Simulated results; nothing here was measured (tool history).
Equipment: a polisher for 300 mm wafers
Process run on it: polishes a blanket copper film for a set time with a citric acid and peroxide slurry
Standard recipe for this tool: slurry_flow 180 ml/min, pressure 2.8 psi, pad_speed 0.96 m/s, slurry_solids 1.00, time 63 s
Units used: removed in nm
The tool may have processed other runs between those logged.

run	day	slurry_flow	pressure	pad_speed	slurry_solids	time	incoming thickness of the incoming film, nm	removed
1	0.000	180	2.8	0.86	1.00	57	518.7	82.5
2	1.279	180	2.8	0.96	1.00	63	511.2	101.8
3	2.200	180	2.8	0.96	1.00	63	514.2	103.0
# day 2.983: head pressure recalibrated
4	3.650	180	2.8	0.96	1.00	63	511.4	112.5
# day 3.962: slurry blender recalibrated
5	5.054	165	3.5	0.96	1.00	63	510.4	137.1
6	5.583	180	2.8	0.96	1.00	63	509.9	109.8
7	6.879	180	2.8	0.96	1.00	63	506.2	110.1
# day 7.562: worn pad replaced by a new one
8	8.125	180	2.8	0.96	1.00	63	516.6	108.3
9	9.242	180	2.8	0.96	1.00	63	514.0	107.9
10	9.796	180	2.8	0.96	1.00	63	511.4	108.4
11	10.746	180	2.8	1.12	1.00	63	508.9	123.8
12	12.238	180	2.8	0.96	1.00	63	511.9	104.5
# day 12.625: slurry nozzle cleaned
13	13.225	165	2.2	0.64	1.25	63	517.3	58.7
# day 13.783: slurry blender recalibrated
14	14.246	180	3.7	1.24	0.90	50	511.3	138.4
15	15.421	125	2.8	0.96	1.00	63	508.2	99.4
16	16.204	180	2.8	1.14	1.00	63	506.7	124.4
17	17.517	180	2.8	0.80	1.00	63	510.9	86.5
# day 18.825: worn pad replaced by a new one, of another model than before
18	18.846	180	2.5	1.08	0.85	63	515.1	102.0
19	20.100	205	2.8	0.96	1.15	63	512.1	112.7
20	21.121	180	2.8	0.96	1.10	63	518.1	108.5
# day 22.317: slurry blender recalibrated
21	22.338	180	2.8	0.96	1.00	63	506.6	106.7
22	23.617	180	2.8	0.96	1.00	63	507.7	105.2
23	24.808	180	2.8	0.74	0.90	63	505.1	89.3
24	26.221	180	2.8	0.96	1.00	63	511.5	105.6
# day 27.604: worn pad replaced by a new one
25	27.625	180	2.8	0.96	0.75	63	513.8	97.6
26	30.062	125	2.8	0.96	1.00	63	507.2	97.6
27	31.029	130	1.9	0.74	1.20	63	503.7	69.0
# day 31.975: slurry blender recalibrated
28	34.817	180	2.8	0.96	1.00	85	518.7	143.1
29	35.808	180	2.8	1.14	1.00	46	514.7	83.7
30	36.317	180	2.8	1.10	0.85	71	500.8	122.7

Below, some changes in removed between adjacent runs. For each, the amount present without the hidden state too (settings, incoming material, random variation) and the amount remaining for the hidden state with gauge scatter not shared by both compared results:
What the log doesn't record here: removal rate lost through wear of the pad, %; slurry flow missing at the pad, %; deviation of the head's pressure from its setpoint, %; abrasive missing from the slurry, %.
Run 3 -> 4: head pressure recalibrated. removed +9.5 nm: hidden state +9.4, all else +0.1.
Run 13 -> 14: slurry_flow 165 -> 180, pressure 2.2 -> 3.7, pad_speed 0.64 -> 1.24, slurry_solids 1.25 -> 0.90, time 63 -> 50, slurry blender recalibrated. removed +79.7 nm: hidden state -7.1, all else +86.8.
Run 27 -> 28: slurry_flow 130 -> 180, pressure 1.9 -> 2.8, pad_speed 0.74 -> 0.96, slurry_solids 1.20 -> 1.00, time 63 -> 85, slurry blender recalibrated. removed +74.1 nm: hidden state -7.2, all else +81.3.
Run 28 -> 29: pad_speed 0.96 -> 1.14, time 85 -> 46. removed -59.4 nm: hidden state +5.4, all else -64.8.
